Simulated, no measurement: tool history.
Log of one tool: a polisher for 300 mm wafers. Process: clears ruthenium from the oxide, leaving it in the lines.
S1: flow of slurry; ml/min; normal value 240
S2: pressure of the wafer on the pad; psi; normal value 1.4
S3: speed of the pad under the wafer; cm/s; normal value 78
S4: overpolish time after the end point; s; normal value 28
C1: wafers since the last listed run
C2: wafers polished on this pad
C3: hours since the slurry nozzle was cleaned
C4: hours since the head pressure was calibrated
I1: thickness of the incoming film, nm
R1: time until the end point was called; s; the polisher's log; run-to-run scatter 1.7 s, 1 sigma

{"run": 1, "hour": 0.0, "S1": 240, "S2": 1.4, "S3": 78, "S4": 28, "C1": 0, "C2": 771, "C3": 497.7, "C4": 880.3, "I1": 89.8, "R1": 150.5}
{"hour": 13.2, "done": "worn pad replaced by a new one"}
{"run": 2, "hour": 14.2, "S1": 240, "S2": 1.4, "S3": 78, "S4": 28, "C1": 53, "C2": 5, "C3": 511.9, "C4": 894.5, "I1": 91.9, "R1": 134.1}
{"run": 3, "hour": 23.3, "S1": 240, "S2": 1.4, "S3": 78, "S4": 28, "C1": 47, "C2": 53, "C3": 521, "C4": 903.6, "I1": 90.8, "R1": 135.6}
{"run": 4, "hour": 35.7, "S1": 240, "S2": 1.4, "S3": 78, "S4": 28, "C1": 65, "C2": 118, "C3": 533.4, "C4": 916, "I1": 90.2, "R1": 132.1}
{"run": 5, "hour": 43.5, "S1": 240, "S2": 1.4, "S3": 78, "S4": 28, "C1": 41, "C2": 159, "C3": 541.2, "C4": 923.8, "I1": 90.7, "R1": 137}
{"run": 6, "hour": 61.4, "S1": 240, "S2": 1.4, "S3": 78, "S4": 28, "C1": 94, "C2": 254, "C3": 559.1, "C4": 941.7, "I1": 90.4, "R1": 139.7}
{"run": 7, "hour": 69.4, "S1": 240, "S2": 1.1, "S3": 78, "S4": 28, "C1": 42, "C2": 296, "C3": 567.1, "C4": 949.7, "I1": 90.5, "R1": 180.3}
{"run": 8, "hour": 82.4, "S1": 240, "S2": 1.1, "S3": 78, "S4": 28, "C1": 68, "C2": 364, "C3": 580.1, "C4": 962.7, "I1": 90.2, "R1": 183.5}
{"run": 9, "hour": 96.9, "S1": 240, "S2": 1.1, "S3": 78, "S4": 28, "C1": 76, "C2": 441, "C3": 594.6, "C4": 977.2, "I1": 91.4, "R1": 183.2}
{"hour": 99.6, "done": "slurry nozzle cleaned"}
{"run": 10, "hour": 108.6, "S1": 240, "S2": 1.4, "S3": 98, "S4": 44, "C1": 56, "C2": 497, "C3": 9, "C4": 988.9, "I1": 91.1, "R1": 115.9}
{"hour": 113.2, "done": "head pressure recalibrated"}
{"run": 11, "hour": 115.5, "S1": 240, "S2": 1.2, "S3": 78, "S4": 28, "C1": 25, "C2": 523, "C3": 15.9, "C4": 2.3, "I1": 90.7, "R1": 168.6}
{"run": 12, "hour": 128.5, "S1": 215, "S2": 1.1, "S3": 78, "S4": 28, "C1": 68, "C2": 592, "C3": 28.9, "C4": 15.3, "I1": 91.9, "R1": 193.5}
{"run": 13, "hour": 140.5, "S1": 170, "S2": 1.4, "S3": 94, "S4": 28, "C1": 63, "C2": 655, "C3": 40.9, "C4": 27.3, "I1": 89.4, "R1": 127.4}
{"run": 14, "hour": 148.5, "S1": 165, "S2": 1.6, "S3": 68, "S4": 21, "C1": 42, "C2": 697, "C3": 48.9, "C4": 35.3, "I1": 90, "R1": 156.3}
{"hour": 152.6, "done": "worn pad replaced by a new one"}
{"run": 15, "hour": 165.8, "S1": 240, "S2": 1.4, "S3": 78, "S4": 28, "C1": 70, "C2": 69, "C3": 66.2, "C4": 52.6, "I1": 89.3, "R1": 134.3}
{"run": 16, "hour": 177.3, "S1": 240, "S2": 1.4, "S3": 78, "S4": 28, "C1": 60, "C2": 130, "C3": 77.7, "C4": 64.1, "I1": 88.2, "R1": 133.7}
{"run": 17, "hour": 183.6, "S1": 240, "S2": 1.4, "S3": 78, "S4": 28, "C1": 33, "C2": 163, "C3": 84, "C4": 70.4, "I1": 90.5, "R1": 136.6}
{"run": 18, "hour": 195.6, "S1": 280, "S2": 1.4, "S3": 78, "S4": 42, "C1": 63, "C2": 226, "C3": 96, "C4": 82.4, "I1": 90.2, "R1": 136.7}

For each run, what was the tool's unlogged condition?
slurry flow missing at the pad, %: 0 on each run
deviation of the head's pressure from its setpoint, %: 0 on each run
H1: removal rate lost through wear of the pad, %
run=1 H1=11.2
run=2 H1=0.435
run=3 H1=1.1
run=4 H1=2.02
run=5 H1=2.59
run=6 H1=3.91
run=7 H1=4.5
run=8 H1=5.45
run=9 H1=6.52
run=10 H1=7.38
run=11 H1=7.89
run=12 H1=8.85
run=13 H1=9.73
run=14 H1=10.3
run=15 H1=1.16
run=16 H1=2.01
run=17 H1=2.47
run=18 H1=3.35
